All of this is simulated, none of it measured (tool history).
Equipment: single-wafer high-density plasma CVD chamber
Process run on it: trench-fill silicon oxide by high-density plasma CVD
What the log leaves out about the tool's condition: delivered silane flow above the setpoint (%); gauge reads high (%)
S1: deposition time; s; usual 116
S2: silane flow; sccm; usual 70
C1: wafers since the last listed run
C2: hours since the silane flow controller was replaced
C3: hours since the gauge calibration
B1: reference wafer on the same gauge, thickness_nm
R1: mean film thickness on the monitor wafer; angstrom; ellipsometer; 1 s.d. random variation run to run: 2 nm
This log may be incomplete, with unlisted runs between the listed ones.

{"run": 1, "hour": 0.0, "S1": 116, "S2": 70, "C1": 0, "C2": 4635.7, "C3": 511.7, "B1": 790.988, "R1": 9083.82}
{"run": 2, "hour": 47.6, "S1": 116, "S2": 70, "C1": 544, "C2": 4683.3, "C3": 559.3, "B1": 790.778, "R1": 9000.21}
{"run": 3, "hour": 95.3, "S1": 116, "S2": 70, "C1": 545, "C2": 4731.0, "C3": 607.0, "B1": 790.945, "R1": 9021.26}
{"run": 4, "hour": 146.5, "S1": 116, "S2": 75, "C1": 585, "C2": 4782.2, "C3": 658.2, "B1": 791.038, "R1": 9709.58}
{"run": 5, "hour": 281.9, "S1": 116, "S2": 75, "C1": 1548, "C2": 4917.6, "C3": 793.6, "B1": 791.451, "R1": 9717.97}
{"run": 6, "hour": 339.3, "S1": 116, "S2": 75, "C1": 656, "C2": 4975.0, "C3": 851.0, "B1": 790.732, "R1": 9727.81}
{"hour": 346.1, "done": "gauge calibrated"}
{"run": 7, "hour": 391.6, "S1": 116, "S2": 66, "C1": 598, "C2": 5027.3, "C3": 45.5, "B1": 791.34, "R1": 8550.04}
{"run": 8, "hour": 429.9, "S1": 116, "S2": 66, "C1": 438, "C2": 5065.6, "C3": 83.8, "B1": 791.38, "R1": 8546.97}
{"run": 9, "hour": 478.0, "S1": 131, "S2": 59, "C1": 550, "C2": 5113.7, "C3": 131.9, "B1": 790.891, "R1": 8627.77}
{"hour": 538.2, "done": "silane flow controller replaced"}
{"run": 10, "hour": 541.9, "S1": 106, "S2": 75, "C1": 639, "C2": 3.7, "C3": 195.8, "B1": 790.63, "R1": 8347.38}
{"run": 11, "hour": 600.4, "S1": 107, "S2": 81, "C1": 669, "C2": 62.2, "C3": 254.3, "B1": 791.16, "R1": 9124.79}
{"run": 12, "hour": 656.9, "S1": 138, "S2": 64, "C1": 646, "C2": 118.7, "C3": 310.8, "B1": 791.345, "R1": 9278.62}
{"run": 13, "hour": 792.1, "S1": 101, "S2": 80, "C1": 1546, "C2": 253.9, "C3": 446.0, "B1": 791.08, "R1": 8530.21}
{"run": 14, "hour": 830.2, "S1": 98, "S2": 74, "C1": 435, "C2": 292.0, "C3": 484.1, "B1": 791.454, "R1": 7634.95}
{"run": 15, "hour": 873.3, "S1": 116, "S2": 70, "C1": 493, "C2": 335.1, "C3": 527.2, "B1": 790.79, "R1": 8528.78}
{"run": 16, "hour": 935.9, "S1": 95, "S2": 79, "C1": 716, "C2": 397.7, "C3": 589.8, "B1": 791.218, "R1": 7902.46}

3 options for the next run, each taken on its own from the tool as it stands now. Forecast them:
{"run": "A", "hour": 936.3, "S1": 116, "S2": 70, "C1": 4, "C2": 398.1, "C3": 590.2, "B1": "?", "R1": "?"}
{"run": "B", "hour": 936.3, "S1": 96, "S2": 83, "C1": 4, "C2": 398.1, "C3": 590.2, "B1": "?", "R1": "?"}
{"run": "C", "hour": 936.3, "S1": 116, "S2": 59, "C1": 4, "C2": 398.1, "C3": 590.2, "B1": "?", "R1": "?"}

run=A B1=791.081 R1=8576.22
run=B B1=791.081 R1=8415.68
run=C B1=791.081 R1=7228.53
Without the tool's unlogged condition, the same runs would have read:
run=A R1=8483.21
run=B R1=8324.41
run=C R1=7150.14
